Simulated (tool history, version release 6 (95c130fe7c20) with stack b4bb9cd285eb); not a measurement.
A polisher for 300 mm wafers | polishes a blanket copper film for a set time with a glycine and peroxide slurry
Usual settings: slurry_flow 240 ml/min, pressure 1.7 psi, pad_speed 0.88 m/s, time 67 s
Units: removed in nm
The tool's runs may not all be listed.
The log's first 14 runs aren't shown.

run    hour  slurry_flow  pressure  pad_speed  time  incoming thickness of the incoming film, nm  removed
 15  1159.5          240       1.7       0.88    67                                       2165.5    221.9
     1290.8  -- slurry nozzle cleaned
     1314.2  -- worn pad replaced by a new one
 16  1455.4          240       1.7       0.88    67                                         2161    232.7
 17  1551.1          240       1.7       0.88    67                                       2208.7    231.7
 18  1604.3          240       1.7       0.88    67                                       2187.3    228.8
 19  1703.7          280       1.9       0.88    67                                       2151.3    252.4
 20  1758.1          210       1.7       0.88    67                                       2154.3    222.6
 21  1841.3          240       1.7       1.04    50                                       2185.4    188.8
 22  1877.4          320       1.3       0.68    58                                       2172.4    140.4
 23  1934.1          240       1.7       1.12    67                                       2147.6    261.7
     1972.5  -- worn pad replaced by a new one
       2004  -- slurry nozzle cleaned
 24  2012.4          240       1.7       1.04    84                                       2177.5    329.6
 25  2114.9          180       1.7       0.88    67                                       2220.2    224.8
 26  2197.1          240       1.7       0.88    67                                       2170.3    233.5
 27  2285.7          300       1.5       0.74    67                                       2207.1    193.8
 28  2329.8          240       2.1       0.88    67                                       2212.2    267.3
       2384  -- head pressure recalibrated
 29  2420.1          165       1.7       1.18    67                                       2169.3    265.7
 30  2519.8          240       1.7       0.88    67                                       2159.3    224.9
 31  2623.3          240       2.3       0.88    67                                       2211.2    280.1
     2658.9  -- worn pad replaced by a new one
     2732.5  -- slurry nozzle cleaned
 32  2822.8          310       1.7       0.88    67                                       2185.4    239.8
 33  2883.4          240       1.7       0.88    67                                       2146.2    229.8
 34  2949.2          240       1.7       0.72    67                                       2147.5    200.6
 35  3051.7          240       1.9       0.62    67                                       2146.5    194.1
 36    3155          195       1.7       0.88    90                                       2192.4    295.8
 37  3218.5          240       1.7       1.14    50                                       2200.8    204.3

Forecast each of these 4 alternatives for the next run:
  A  3218.9          240       1.4       0.88    67                                       2157.9        ?
  B  3218.9          280       1.7       0.88    67                                       2157.9        ?
  C  3218.9          240       1.7       0.88    86                                       2157.9        ?
  D  3218.9          240       1.3       0.88    67                                       2157.9        ?

run  removed
  A    194.7
  B    228.1
  C    286.1
  D    185.3
Without the tool's hidden state the same runs would have given:
run  removed
  A    206.2
  B    239.7
  C      303
  D    196.2
